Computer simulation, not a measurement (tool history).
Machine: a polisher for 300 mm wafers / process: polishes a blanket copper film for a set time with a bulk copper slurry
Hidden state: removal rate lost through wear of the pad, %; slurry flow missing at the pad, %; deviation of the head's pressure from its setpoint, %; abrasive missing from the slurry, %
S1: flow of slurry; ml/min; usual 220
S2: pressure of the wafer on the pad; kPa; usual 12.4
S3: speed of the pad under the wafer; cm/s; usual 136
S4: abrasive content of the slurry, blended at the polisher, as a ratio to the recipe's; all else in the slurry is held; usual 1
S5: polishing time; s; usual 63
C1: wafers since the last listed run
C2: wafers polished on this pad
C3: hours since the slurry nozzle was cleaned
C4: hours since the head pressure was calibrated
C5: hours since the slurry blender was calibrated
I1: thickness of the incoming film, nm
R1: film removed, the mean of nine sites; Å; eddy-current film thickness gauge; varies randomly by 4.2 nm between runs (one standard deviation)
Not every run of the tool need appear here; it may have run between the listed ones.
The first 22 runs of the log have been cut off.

| run | hour | S1 | S2 | S3 | S4 | S5 | C1 | C2 | C3 | C4 | C5 | I1 | R1 |
|---|---|---|---|---|---|---|---|---|---|---|---|---|---|
|  | 1088.1 | slurry nozzle cleaned |
| 23 | 1094.9 | 220 | 12.4 | 136 | 1 | 63 | 780 | 3882 | 6.8 | 324.8 | 267.8 | 4748.1 | 4394 |
| 24 | 1164.6 | 240 | 9 | 136 | 1 | 81 | 803 | 4686 | 76.5 | 394.5 | 337.5 | 4816.9 | 4113 |
| 25 | 1203.4 | 220 | 12.4 | 136 | 1 | 63 | 447 | 5133 | 115.3 | 433.3 | 376.3 | 4700.7 | 4215 |
|  | 1237.2 | head pressure recalibrated |
|  | 1266 | worn pad replaced by a new one |
|  | 1275.6 | slurry blender recalibrated |
| 26 | 1353.1 | 220 | 12.4 | 136 | 1 | 63 | 1633 | 981 | 265 | 115.9 | 77.5 | 4657.7 | 4615 |
| 27 | 1528 | 220 | 12.4 | 136 | 1 | 57 | 2016 | 2997 | 439.9 | 290.8 | 252.4 | 4702.1 | 4017 |
| 28 | 1561 | 170 | 12.4 | 136 | 0.8 | 63 | 380 | 3377 | 472.9 | 323.8 | 285.4 | 4750.2 | 3957 |
|  | 1581.7 | slurry nozzle cleaned |
| 29 | 1606 | 250 | 10.3 | 136 | 0.75 | 46 | 507 | 3885 | 24.3 | 368.8 | 330.4 | 4784 | 2436 |
| 30 | 1658.3 | 220 | 12.4 | 122 | 1 | 77 | 602 | 4488 | 76.6 | 421.1 | 382.7 | 4755.3 | 4780 |
|  | 1705.8 | head pressure recalibrated |
|  | 1718.5 | slurry blender recalibrated |
| 31 | 1719.6 | 260 | 12.4 | 164 | 1 | 53 | 660 | 5148 | 137.9 | 13.8 | 1.1 | 4713.2 | 4686 |

3 ways to go on from here, each from the tool as it stands after run 31. What would each give?
| A | 1720 | 220 | 12.4 | 136 | 1 | 80 | 4 | 5153 | 138.3 | 14.2 | 1.5 | 4681.1 | ? |
| B | 1720 | 220 | 10.3 | 92 | 1 | 63 | 4 | 5153 | 138.3 | 14.2 | 1.5 | 4681.1 | ? |
| C | 1720 | 280 | 12.4 | 136 | 1 | 63 | 4 | 5153 | 138.3 | 14.2 | 1.5 | 4681.1 | ? |

| run | R1 |
|---|---|
| A | 5812 |
| B | 2783 |
| C | 4685 |
What these runs would have given with no unlogged condition in the tool:
| run | R1 |
|---|---|
| A | 5857 |
| B | 2804 |
| C | 4721 |

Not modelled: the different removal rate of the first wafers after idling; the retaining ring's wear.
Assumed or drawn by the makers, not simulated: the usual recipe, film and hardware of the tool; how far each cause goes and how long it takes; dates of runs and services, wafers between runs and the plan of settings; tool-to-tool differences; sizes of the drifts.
